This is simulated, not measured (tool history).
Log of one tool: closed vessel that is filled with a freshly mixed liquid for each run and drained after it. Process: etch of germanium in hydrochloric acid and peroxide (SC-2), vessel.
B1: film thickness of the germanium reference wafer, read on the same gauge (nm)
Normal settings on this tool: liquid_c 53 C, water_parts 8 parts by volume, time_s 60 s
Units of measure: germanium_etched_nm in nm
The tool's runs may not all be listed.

{"run": 1, "hour": 0.0, "liquid_c": 53, "water_parts": 8, "time_s": 60, "B1": 69.6, "germanium_etched_nm": 87.56}
{"run": 2, "hour": 34.8, "liquid_c": 53, "water_parts": 8, "time_s": 60, "B1": 69.54, "germanium_etched_nm": 87.25}
{"run": 3, "hour": 90.2, "liquid_c": 53, "water_parts": 8, "time_s": 60, "B1": 69.4, "germanium_etched_nm": 87.15}
{"run": 4, "hour": 145.3, "liquid_c": 53, "water_parts": 8, "time_s": 60, "B1": 69.32, "germanium_etched_nm": 86.88}
{"run": 5, "hour": 171.4, "liquid_c": 53, "water_parts": 8, "time_s": 60, "B1": 69.25, "germanium_etched_nm": 87.03}
{"run": 6, "hour": 203.7, "liquid_c": 53, "water_parts": 8, "time_s": 60, "B1": 69.18, "germanium_etched_nm": 87.49}
{"run": 7, "hour": 260.6, "liquid_c": 53, "water_parts": 8, "time_s": 60, "B1": 69.06, "germanium_etched_nm": 85.87}
{"run": 8, "hour": 302.3, "liquid_c": 53, "water_parts": 8, "time_s": 60, "B1": 68.94, "germanium_etched_nm": 87.65}
{"hour": 314.9, "done": "new drum of peroxide connected"}
{"run": 9, "hour": 369.0, "liquid_c": 53, "water_parts": 8, "time_s": 60, "B1": 68.83, "germanium_etched_nm": 85.97}
{"run": 10, "hour": 434.4, "liquid_c": 53, "water_parts": 8, "time_s": 60, "B1": 68.67, "germanium_etched_nm": 87.08}
{"run": 11, "hour": 474.5, "liquid_c": 53, "water_parts": 8, "time_s": 85, "B1": 68.6, "germanium_etched_nm": 122.06}
{"hour": 501.0, "done": "chemicals flow meter replaced"}
{"run": 12, "hour": 523.5, "liquid_c": 53, "water_parts": 8, "time_s": 60, "B1": 68.5, "germanium_etched_nm": 86.73}
{"run": 13, "hour": 584.4, "liquid_c": 53, "water_parts": 8, "time_s": 60, "B1": 68.37, "germanium_etched_nm": 86.22}
{"run": 14, "hour": 616.7, "liquid_c": 53, "water_parts": 12, "time_s": 60, "B1": 68.3, "germanium_etched_nm": 81.76}
{"run": 15, "hour": 650.7, "liquid_c": 53, "water_parts": 12, "time_s": 60, "B1": 68.21, "germanium_etched_nm": 82.79}
{"run": 16, "hour": 709.5, "liquid_c": 53, "water_parts": 6.5, "time_s": 35, "B1": 68.1, "germanium_etched_nm": 50.88}
{"hour": 753.4, "done": "new drum of peroxide connected"}
{"run": 17, "hour": 780.5, "liquid_c": 45, "water_parts": 9, "time_s": 75, "B1": 67.95, "germanium_etched_nm": 81.02}
{"run": 18, "hour": 847.5, "liquid_c": 48, "water_parts": 5, "time_s": 45, "B1": 67.8, "germanium_etched_nm": 55.78}
{"hour": 848.0, "done": "gauge calibrated"}
{"hour": 883.4, "done": "thermometer replaced"}
{"run": 19, "hour": 912.0, "liquid_c": 45, "water_parts": 8, "time_s": 60, "B1": 69.15, "germanium_etched_nm": 67.36}
{"run": 20, "hour": 973.2, "liquid_c": 62.5, "water_parts": 10.5, "time_s": 80, "B1": 69.03, "germanium_etched_nm": 149.76}
{"run": 21, "hour": 1023.4, "liquid_c": 53, "water_parts": 8, "time_s": 60, "B1": 68.92, "germanium_etched_nm": 86.53}
{"hour": 1064.0, "done": "chemicals flow meter replaced"}
{"run": 22, "hour": 1079.1, "liquid_c": 45.5, "water_parts": 8, "time_s": 35, "B1": 68.8, "germanium_etched_nm": 39.88}
{"run": 23, "hour": 1128.1, "liquid_c": 60.5, "water_parts": 8, "time_s": 75, "B1": 68.67, "germanium_etched_nm": 135.09}
{"run": 24, "hour": 1182.0, "liquid_c": 53, "water_parts": 8, "time_s": 60, "B1": 68.58, "germanium_etched_nm": 85.74}
{"hour": 1228.5, "done": "new drum of peroxide connected"}
{"run": 25, "hour": 1243.4, "liquid_c": 57.5, "water_parts": 11, "time_s": 50, "B1": 68.43, "germanium_etched_nm": 80.02}
{"run": 26, "hour": 1310.3, "liquid_c": 43.5, "water_parts": 10, "time_s": 90, "B1": 68.29, "germanium_etched_nm": 93.48}
{"run": 27, "hour": 1375.7, "liquid_c": 53, "water_parts": 8, "time_s": 60, "B1": 68.16, "germanium_etched_nm": 85.89}

Alternative continuations, all from the tool just after run 27; predict every row:
{"run": "A", "hour": 1376.4, "liquid_c": 57.5, "water_parts": 8, "time_s": 60, "B1": "?", "germanium_etched_nm": "?"}
{"run": "B", "hour": 1376.4, "liquid_c": 47.5, "water_parts": 8, "time_s": 45, "B1": "?", "germanium_etched_nm": "?"}
{"run": "C", "hour": 1376.4, "liquid_c": 53, "water_parts": 8, "time_s": 40, "B1": "?", "germanium_etched_nm": "?"}
{"run": "D", "hour": 1376.4, "liquid_c": 57, "water_parts": 8, "time_s": 35, "B1": "?", "germanium_etched_nm": "?"}
{"run": "E", "hour": 1376.4, "liquid_c": 56.5, "water_parts": 7, "time_s": 30, "B1": "?", "germanium_etched_nm": "?"}

run=A B1=68.15 germanium_etched_nm=97.88
run=B B1=68.15 germanium_etched_nm=53.73
run=C B1=68.15 germanium_etched_nm=56.85
run=D B1=68.15 germanium_etched_nm=56.24
run=E B1=68.15 germanium_etched_nm=47.92
With the hidden condition removed and each run's random variation left untouched, the same runs would have given:
run=A germanium_etched_nm=100.53
run=B germanium_etched_nm=55.18
run=C germanium_etched_nm=58.39
run=D germanium_etched_nm=57.76
run=E germanium_etched_nm=49.21

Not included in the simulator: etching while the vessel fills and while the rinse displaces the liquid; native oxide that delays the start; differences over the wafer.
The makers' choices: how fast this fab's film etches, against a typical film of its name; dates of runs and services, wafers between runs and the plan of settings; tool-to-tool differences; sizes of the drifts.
